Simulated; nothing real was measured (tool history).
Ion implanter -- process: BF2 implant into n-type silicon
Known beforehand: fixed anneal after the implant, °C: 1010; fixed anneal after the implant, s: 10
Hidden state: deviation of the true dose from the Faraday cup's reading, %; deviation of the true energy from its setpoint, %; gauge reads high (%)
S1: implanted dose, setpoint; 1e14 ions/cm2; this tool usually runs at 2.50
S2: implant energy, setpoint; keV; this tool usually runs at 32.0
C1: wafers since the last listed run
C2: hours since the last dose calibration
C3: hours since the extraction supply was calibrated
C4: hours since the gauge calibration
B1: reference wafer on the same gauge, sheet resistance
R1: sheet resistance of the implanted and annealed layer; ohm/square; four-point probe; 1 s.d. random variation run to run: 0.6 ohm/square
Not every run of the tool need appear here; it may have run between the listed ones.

run   hour    S1    S2   C1     C2      C3     C4      B1      R1
  1    0.0  2.50  36.0    0  739.0  2518.0  476.9  326.94  377.68
  2   34.6  2.50  36.0  670  773.6  2552.6  511.5  327.00  378.90
  3   56.5  2.50  32.0  424  795.5  2574.5  533.4  326.95  381.58
  4   79.0  2.50  32.0  435  818.0  2597.0  555.9  326.97  382.75
  5  112.6  2.50  37.5  650  851.6  2630.6  589.5  326.98  376.58
  6  139.1  2.50  37.5  513  878.1  2657.1  616.0  327.09  376.42
  7  167.1  2.50  37.5  542  906.1  2685.1  644.0  326.97  376.41
     172.3  -- gauge calibrated
  8  202.3  2.77  24.5  681  941.3  2720.3   30.0  327.01  357.15
     255.3  -- Faraday cup replaced and dose calibrated
     268.5  -- extraction supply calibrated
  9  269.0  2.77  24.5  982   13.7     0.5   96.7  326.96  370.07
 10  283.9  1.92  26.0  288   28.6    15.4  111.6  327.05  500.77
 11  305.9  2.91  21.0  426   50.6    37.4  133.6  326.99  359.40

Run 12 is up next; what results do you expect?
 12  327.1  2.97  32.0  410  71.8  58.6  154.8   ?   ?

Run 12 yielded B1 326.96, R1 339.50 ohm/square.
Take away the tool's hidden state, keep the run-to-run variation as it was, and the same run would have given R1 343.45 ohm/square.
